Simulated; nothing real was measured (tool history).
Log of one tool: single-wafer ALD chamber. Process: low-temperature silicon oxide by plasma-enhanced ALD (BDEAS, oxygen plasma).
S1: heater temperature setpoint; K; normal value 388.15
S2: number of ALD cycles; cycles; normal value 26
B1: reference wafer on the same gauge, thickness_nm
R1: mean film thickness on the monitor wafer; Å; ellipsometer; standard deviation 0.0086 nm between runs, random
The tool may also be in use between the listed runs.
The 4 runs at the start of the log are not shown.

{"run": 5, "hour": 250.6, "S1": 388.15, "S2": 26, "B1": 3.941, "R1": 33.91}
{"run": 6, "hour": 321.6, "S1": 388.15, "S2": 26, "B1": 3.938, "R1": 34.03}
{"run": 7, "hour": 372.5, "S1": 388.15, "S2": 26, "B1": 3.941, "R1": 33.98}
{"run": 8, "hour": 444.3, "S1": 388.15, "S2": 24, "B1": 3.942, "R1": 31.58}
{"run": 9, "hour": 498.8, "S1": 388.15, "S2": 26, "B1": 3.94, "R1": 34.12}
{"run": 10, "hour": 546.2, "S1": 388.15, "S2": 26, "B1": 3.938, "R1": 34.24}
{"run": 11, "hour": 574.2, "S1": 388.15, "S2": 26, "B1": 3.938, "R1": 34.11}
{"run": 12, "hour": 628.6, "S1": 388.15, "S2": 26, "B1": 3.941, "R1": 34.22}
{"run": 13, "hour": 668.9, "S1": 388.15, "S2": 26, "B1": 3.94, "R1": 34.21}
{"run": 14, "hour": 705.9, "S1": 377.15, "S2": 26, "B1": 3.94, "R1": 35.1}
{"run": 15, "hour": 738.0, "S1": 388.15, "S2": 29, "B1": 3.941, "R1": 38.17}
{"run": 16, "hour": 802.7, "S1": 388.15, "S2": 29, "B1": 3.94, "R1": 38.41}
{"run": 17, "hour": 862.1, "S1": 398.15, "S2": 26, "B1": 3.939, "R1": 33.52}
{"run": 18, "hour": 921.4, "S1": 393.15, "S2": 27, "B1": 3.941, "R1": 35.25}
{"hour": 960.1, "done": "gauge calibrated"}
{"run": 19, "hour": 983.7, "S1": 397.15, "S2": 24, "B1": 3.941, "R1": 31.16}
{"run": 20, "hour": 1017.1, "S1": 392.15, "S2": 28, "B1": 3.942, "R1": 36.69}

Expected results for the next run?
{"run": 21, "hour": 1064.9, "S1": 384.15, "S2": 29, "B1": "?", "R1": "?"}

{"run 21": {"B1": 3.94, "R1": 38.66}}
If the tool had no hidden condition, the same run with the same run-to-run variation would have returned R1 38.19 Å.

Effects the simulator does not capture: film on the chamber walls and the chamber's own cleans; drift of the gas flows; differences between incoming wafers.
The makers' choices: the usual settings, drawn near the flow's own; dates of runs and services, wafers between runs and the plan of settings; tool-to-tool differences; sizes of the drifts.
